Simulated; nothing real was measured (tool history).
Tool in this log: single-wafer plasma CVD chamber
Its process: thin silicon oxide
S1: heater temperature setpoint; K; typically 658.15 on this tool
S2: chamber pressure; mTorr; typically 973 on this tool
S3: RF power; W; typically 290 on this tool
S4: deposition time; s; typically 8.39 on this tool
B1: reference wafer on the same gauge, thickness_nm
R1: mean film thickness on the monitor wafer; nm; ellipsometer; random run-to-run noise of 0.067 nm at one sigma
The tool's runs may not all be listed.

run,day,S1,S2,S3,S4,B1,R1
1,0,658.15,973,290,8.39,19.696,19.433
2,1.862,658.15,973,290,8.39,19.708,19.502
3,3.392,658.15,973,290,8.39,19.715,19.392
4,4.779,658.15,973,290,8.39,19.723,19.52
5,5.842,658.15,973,290,8.39,19.697,19.436
6,8.175,658.15,973,290,8.39,19.697,19.571
7,10.154,658.15,973,290,8.39,19.694,19.634
8,11.371,658.15,973,290,8.39,19.692,19.607
# day 12.004: gauge calibrated
9,13.4,658.15,973,290,8.39,19.719,19.596
# day 13.738: capacitance manometer re-zeroed and calibrated
10,15.475,658.15,973,290,8.39,19.689,18.325
11,17.358,658.15,973,290,8.39,19.692,18.342
12,18.604,658.15,973,290,8.39,19.71,18.366
# day 21.654: showerhead replaced, of another model than before
13,21.675,658.15,973,290,8.39,19.676,18.471
14,23.35,651.15,1108,265,9.41,19.717,22.008
15,24.45,658.15,973,290,7.66,19.711,16.827
16,26.442,654.15,1151,290,7.13,19.692,17.263
17,28.4,665.15,973,290,8.39,19.703,18.501
# day 29.667: RF generator calibrated
18,31.121,658.15,973,290,8.39,19.696,18.436
19,33.117,665.15,973,290,6.87,19.712,15.123
# day 35.212: thermocouple changed; heater temperature recalibrated
20,35.233,658.15,973,265,8.39,19.686,18.263
21,37.646,658.15,1074,290,8.39,19.689,19.453
22,39.283,658.15,973,290,8.39,19.694,18.533
23,41.546,658.15,1063,330,7.55,19.679,17.846
24,42.796,658.15,973,265,10,19.721,21.647
25,44.904,658.15,973,335,8.39,19.682,19.073
26,46.9,658.15,973,290,7.26,19.724,16.044
27,49.154,667.15,973,290,8.39,19.703,18.397

Below are 5 alternative next runs, each starting from the tool's condition after run 27. Predict each:
A,49.171,658.15,973,290,8.39,?,?
B,49.171,646.15,876,290,8.39,?,?
C,49.171,658.15,973,235,8.39,?,?
D,49.171,667.15,791,290,8.39,?,?
E,49.171,652.15,1153,245,9.12,?,?

run,B1,R1
A,19.704,18.691
B,19.704,17.612
C,19.704,18.004
D,19.704,16.276
E,19.704,21.641
Take away the tool's hidden state, keep each run's random variation, and the runs would have read:
run,R1
A,18.682
B,17.604
C,17.995
D,16.267
E,21.633

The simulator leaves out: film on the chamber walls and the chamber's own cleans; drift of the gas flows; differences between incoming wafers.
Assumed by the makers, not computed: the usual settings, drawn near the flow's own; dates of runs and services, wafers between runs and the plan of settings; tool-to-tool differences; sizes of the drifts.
